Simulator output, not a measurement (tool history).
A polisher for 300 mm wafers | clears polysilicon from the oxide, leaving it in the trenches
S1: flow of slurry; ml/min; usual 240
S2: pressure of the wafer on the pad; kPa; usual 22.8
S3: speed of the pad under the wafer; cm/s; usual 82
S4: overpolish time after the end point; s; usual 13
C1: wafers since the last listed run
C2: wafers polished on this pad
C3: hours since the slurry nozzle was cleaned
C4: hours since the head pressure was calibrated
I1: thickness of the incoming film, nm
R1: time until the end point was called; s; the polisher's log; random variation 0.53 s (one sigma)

run    hour   S1    S2   S3  S4    C1    C2     C3     C4     I1    R1
  1       0  190  22.8   76  13     0  1559  242.1  524.1  517.8  42.6
       48.5  -- head pressure recalibrated
  2      49  190  22.8   76  13   329  1889  291.1    0.5  520.8  43.8
  3    94.8  300  22.8   68  13   321  2211  336.9   46.3    515    44
      111.2  -- worn pad replaced by a new one
  4     150  300  22.8   68  13   359   272  392.1  101.5  518.2  44.6
      169.6  -- slurry nozzle cleaned
  5   192.8  240  22.8   92  13   293   565   23.2  144.3  514.4  34.1
  6     231  240  22.8   82  13   268   833   61.4  182.5  518.8  38.2
  7   268.2  240  22.8   82  13   261  1094   98.6  219.7  517.8  38.3
  8   297.8  240  22.8   82  13   207  1302  128.2  249.3  529.2  39.5
  9   362.1  240  22.8   82  13   451  1753  192.5  313.6  529.7  41.1
 10   493.2  240  22.8   82  13   920  2674  323.6  444.7  510.6  38.1
      522.8  -- worn pad replaced by a new one
      531.6  -- slurry nozzle cleaned
      636.7  -- head pressure recalibrated
 11   677.5  240  22.8   82  13  1244  1064  145.9   40.8  513.9  37.6
 12   739.6  240  22.8   82  13   435  1500    208  102.9  522.4  40.4
 13   835.2  240  22.8   82  11   671  2171  303.6  198.5  518.6  39.9
 14   874.7  240  22.8   82  11   277  2449  343.1    238  521.3  39.6
      934.8  -- worn pad replaced by a new one
 15   940.5  240  22.8   82  13   433    39  408.9  303.8  515.4  38.9
      957.2  -- slurry nozzle cleaned
 16   989.7  270  28.3  100   9   338   378   32.5    353  518.3  26.6
 17  1028.5  310  19.3  100  10   272   650   71.3  391.8  513.6    38
 18  1090.6  240  22.8   98  17   435  1086  133.4  453.9  509.8  33.4
 19  1160.6  240  22.8   82  13   491  1577  203.4  523.9  521.2  38.9
 20  1218.8  310  19.3  100  10   408  1986  261.6  582.1  523.8  40.2
     1224.8  -- head pressure recalibrated
 21  1290.3  240  19.3   90  13   487  2474  333.1   65.5  516.1  42.9
 22    1345  240  22.8   82  19   383  2858  387.8  120.2  526.9  39.6
     1356.2  -- worn pad replaced by a new one
 23  1406.7  215  29.6   82  17   405   354  449.5  181.9  523.3  31.6
     1409.9  -- slurry nozzle cleaned
 24    1476  240  15.2   82  21   479   833   66.1  251.2  512.5  56.5
 25  1643.7  240  22.8   82  13  1177  2010  233.8  418.9  526.8    41
 26    1705  240  25.5   66  13   430  2441  295.1  480.2  527.1  42.3
     1742.1  -- worn pad replaced by a new one
 27  1757.8  240  28.3  104  19   342   110  347.9    533  521.5  27.1
     1771.2  -- head pressure recalibrated
 28  1793.4  315  17.9   64   5   235   346  383.5   22.2  518.5  56.5
 29  1832.3  240  22.8   82  19   273   619  422.4   61.1  520.3    40

3 ways to go on from here, each from the tool as it stands after run 29. What would each give?
  A  1832.7  240  17.9   82  13   2  621  422.8  61.5  520.8   ?
  B  1832.7  180  15.2  102  21   2  621  422.8  61.5  520.8   ?
  C  1832.7  240    20   96  20   2  621  422.8  61.5  520.8   ?

run    R1
  A  49.8
  B  51.8
  C  40.1
Without the tool's hidden state the same runs would have given:
run    R1
  A  46.8
  B  48.1
  C  37.8

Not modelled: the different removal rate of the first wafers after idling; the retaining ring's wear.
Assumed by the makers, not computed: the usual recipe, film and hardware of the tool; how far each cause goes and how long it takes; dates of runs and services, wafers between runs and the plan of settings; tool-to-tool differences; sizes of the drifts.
